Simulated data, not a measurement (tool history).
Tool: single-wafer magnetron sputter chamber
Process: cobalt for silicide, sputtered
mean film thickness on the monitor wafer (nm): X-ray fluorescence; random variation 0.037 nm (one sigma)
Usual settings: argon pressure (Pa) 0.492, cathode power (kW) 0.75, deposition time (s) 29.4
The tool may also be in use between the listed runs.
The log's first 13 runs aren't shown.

run    hour  argon pressure (Pa)  cathode power (kW)  deposition time (s)  read-back reference wafer on the same gauge, thickness_nm  mean film thickness on the monitor wafer (nm)
 14  1461.4                0.368                0.75                 29.4                                                     10.027                                          10.22
 15  1539.4                0.368                0.75                 29.4                                                      10.02                                         10.107
     1575.3  -- magnet pack replaced
 16    1604                0.492                0.75                   25                                                     10.029                                          8.105
     1639.7  -- sputter target and shields replaced
 17  1660.3                0.554                 0.7                 29.4                                                     10.032                                          8.633
     1692.8  -- capacitance manometer re-zeroed and calibrated
 18  1766.9                0.315                 0.9                 34.7                                                     10.033                                         14.953
 19  1803.5                0.378                0.75                 26.7                                                     10.037                                          9.317
 20  1892.9                 0.38                 0.7                 27.4                                                      10.04                                          8.855
 21  1930.1                0.347                 0.6                 32.1                                                     10.022                                          9.021
 22  2023.9                0.299                 0.8                 25.8                                                     10.026                                          9.975
 23  2119.1                0.351                0.85                 32.5                                                     10.026                                         13.026
 24  2181.2                0.584                 0.6                 23.5                                                     10.035                                          5.848
 25  2255.6                0.492                 0.7                 25.3                                                     10.024                                          7.775
     2292.7  -- sputter target and shields replaced
 26  2330.9                0.492                0.75                 29.4                                                      10.04                                          9.604
 27  2437.3                0.492                0.75                 29.4                                                     10.046                                          9.643
 28  2495.1                0.492                 0.9                 29.4                                                     10.017                                          11.47
 29  2588.7                0.492                 0.9                 29.4                                                     10.044                                         11.517
 30  2666.7                0.599                0.75                 33.1                                                     10.025                                          10.22
 31  2757.9                0.492                0.65                 24.4                                                     10.032                                          6.888
 32  2807.4                0.551                 0.8                 34.7                                                     10.022                                         11.669
 33  2873.3                0.492                 0.9                 35.1                                                     10.041                                         13.677
 34    2968                0.492                0.75                 29.4                                                      10.03                                          9.582
 35  3027.7                  0.6                0.75                 31.5                                                     10.027                                          9.659

Forecast each of these 4 alternatives for the next run:
  A  3028.1                0.492                0.75                 29.4                                                          ?                                              ?
  B  3028.1                0.492                 0.9                 26.9                                                          ?                                              ?
  C  3028.1                0.357                 0.9                 27.2                                                          ?                                              ?
  D  3028.1                0.566                 0.9                 25.6                                                          ?                                              ?

run  read-back reference wafer on the same gauge, thickness_nm  mean film thickness on the monitor wafer (nm)
  A                                                     10.018                                           9.44
  B                                                     10.018                                         10.365
  C                                                     10.018                                         11.235
  D                                                     10.018                                          9.502
Without the tool's hidden state the same runs would have given:
run  mean film thickness on the monitor wafer (nm)
  A                                          9.709
  B                                          10.66
  C                                         11.435
  D                                          9.827

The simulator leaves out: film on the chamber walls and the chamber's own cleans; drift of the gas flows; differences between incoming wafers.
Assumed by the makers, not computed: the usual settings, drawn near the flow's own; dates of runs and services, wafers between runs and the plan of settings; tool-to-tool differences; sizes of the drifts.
